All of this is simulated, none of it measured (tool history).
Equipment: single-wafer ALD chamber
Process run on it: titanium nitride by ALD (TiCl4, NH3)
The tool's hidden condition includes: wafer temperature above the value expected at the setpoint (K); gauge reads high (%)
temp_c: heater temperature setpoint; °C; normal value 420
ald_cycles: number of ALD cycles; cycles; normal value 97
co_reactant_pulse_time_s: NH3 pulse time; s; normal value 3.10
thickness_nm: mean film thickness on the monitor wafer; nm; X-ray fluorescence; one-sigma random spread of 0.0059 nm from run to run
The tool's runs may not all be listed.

run	hour	temp_c	ald_cycles	co_reactant_pulse_time_s	wafers since the last listed run	hours since the last thermocouple change	hours since the showerhead was replaced	hours since the gauge calibration	read-back reference wafer on the same gauge, thickness_nm	thickness_nm
1	0.0	420	102	3.10	0	57.7	5526.6	243.7	2.690	2.472
2	85.8	420	97	3.10	250	143.5	5612.4	329.5	2.691	2.354
3	141.5	420	97	3.10	162	199.2	5668.1	385.2	2.690	2.356
4	235.4	420	97	3.10	273	293.1	5762.0	479.1	2.688	2.350
5	384.3	420	97	3.10	434	442.0	5910.9	628.0	2.689	2.349
6	464.1	415	97	2.29	232	521.8	5990.7	707.8	2.688	2.326
7	526.3	420	104	3.10	181	584.0	6052.9	770.0	2.689	2.518
8	591.5	420	97	3.10	190	649.2	6118.1	835.2	2.690	2.353

Estimate the outcome of run 9 from the log above:
9	647.3	420	97	1.87	162	705.0	6173.9	891.0	?	?

read-back reference wafer on the same gauge, thickness_nm: 2.692
thickness_nm: 2.308 nm
Were there no unlogged condition in the tool, this run, its random variation unchanged, would have produced thickness_nm 2.308 nm.
